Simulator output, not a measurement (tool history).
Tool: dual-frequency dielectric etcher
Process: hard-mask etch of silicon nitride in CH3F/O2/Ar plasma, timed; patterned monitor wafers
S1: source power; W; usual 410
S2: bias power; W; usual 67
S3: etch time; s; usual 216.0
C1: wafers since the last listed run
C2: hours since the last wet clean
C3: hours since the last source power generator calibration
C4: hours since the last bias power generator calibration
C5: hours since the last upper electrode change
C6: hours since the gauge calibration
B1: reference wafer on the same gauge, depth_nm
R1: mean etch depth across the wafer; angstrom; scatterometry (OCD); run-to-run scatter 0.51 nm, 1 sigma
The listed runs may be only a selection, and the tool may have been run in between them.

run,hour,S1,S2,S3,C1,C2,C3,C4,C5,C6,B1,R1
1,0.0,360,67,264.0,0,247.1,3094.0,2265.4,2337.2,144.5,129.9,1656
2,11.5,360,67,264.0,84,258.6,3105.5,2276.9,2348.7,156.0,130.1,1659
3,25.8,410,67,216.0,105,272.9,3119.8,2291.2,2363.0,170.3,130.1,1407
4,35.8,410,67,216.0,73,282.9,3129.8,2301.2,2373.0,180.3,130.0,1398
5,49.3,410,67,216.0,99,296.4,3143.3,2314.7,2386.5,193.8,129.9,1410
6,64.2,410,67,200.5,110,311.3,3158.2,2329.6,2401.4,208.7,129.8,1304
7,75.4,410,67,200.5,82,322.5,3169.4,2340.8,2412.6,219.9,130.0,1300
8,87.3,410,67,200.5,87,334.4,3181.3,2352.7,2424.5,231.8,130.1,1293
9,105.1,410,67,216.0,131,352.2,3199.1,2370.5,2442.3,249.6,130.0,1403
10,120.5,410,67,216.0,113,367.6,3214.5,2385.9,2457.7,265.0,130.0,1397
11,138.1,410,67,216.0,130,385.2,3232.1,2403.5,2475.3,282.6,130.0,1388
# hour 166.2: wet clean of the chamber
12,166.7,410,67,216.0,33,0.5,3260.7,2432.1,2503.9,311.2,129.8,1445
13,167.1,410,67,216.0,2,0.9,3261.1,2432.5,2504.3,311.6,130.1,1436
14,167.5,410,67,216.0,2,1.3,3261.5,2432.9,2504.7,312.0,130.1,1436
15,176.7,410,67,216.0,67,10.5,3270.7,2442.1,2513.9,321.2,129.9,1442
16,191.7,410,67,216.0,110,25.5,3285.7,2457.1,2528.9,336.2,129.8,1433
# hour 194.1: gauge calibrated
17,208.8,410,67,216.0,126,42.6,3302.8,2474.2,2546.0,14.7,130.1,1428
18,218.1,370,55,154.5,68,51.9,3312.1,2483.5,2555.3,24.0,130.1,932
# hour 222.5: source power generator calibrated
19,253.1,320,59,279.5,229,86.9,30.6,2518.5,2590.3,59.0,130.1,1640
# hour 286.6: upper electrode replaced
20,287.1,480,80,216.0,73,120.9,64.6,2552.5,0.5,93.0,130.0,1582
21,287.6,490,67,253.5,3,121.4,65.1,2553.0,1.0,93.5,130.1,1767
22,307.5,330,67,152.0,147,141.3,85.0,2572.9,20.9,113.4,130.2,938
# hour 314.6: bias power generator calibrated
23,323.7,410,67,216.0,90,157.5,101.2,9.1,37.1,129.6,130.0,1416
24,341.6,480,52,197.0,132,175.4,119.1,27.0,55.0,147.5,130.2,1263
25,359.4,440,59,216.0,131,193.2,136.9,44.8,72.8,165.3,130.0,1398
26,371.9,480,67,216.0,92,205.7,149.4,57.3,85.3,177.8,130.1,1486
27,378.9,510,55,159.0,51,212.7,156.4,64.3,92.3,184.8,130.0,1051
28,396.1,320,62,267.5,127,229.9,173.6,81.5,109.5,202.0,129.9,1573
29,413.3,500,58,155.0,127,247.1,190.8,98.7,126.7,219.2,130.1,1032

Run-by-run hidden state of the tool:
source power that arrives over what is set, %: 0 across all the runs
bias power that arrives over what is set, %: 0 across all the runs
gauge reads high (%): 0 across all the runs
H1: etch rate over this chamber's usual, %
run,H1
1,-2.42
2,-2.52
3,-2.65
4,-2.74
5,-2.86
6,-2.99
7,-3.09
8,-3.19
9,-3.35
10,-3.48
11,-3.64
12,-0.567
13,-0.571
14,-0.574
15,-0.655
16,-0.787
17,-0.938
18,-1.02
19,-1.33
20,-1.63
21,-1.63
22,-1.81
23,-1.95
24,-2.11
25,-2.26
26,-2.37
27,-2.44
28,-2.59
29,-2.74
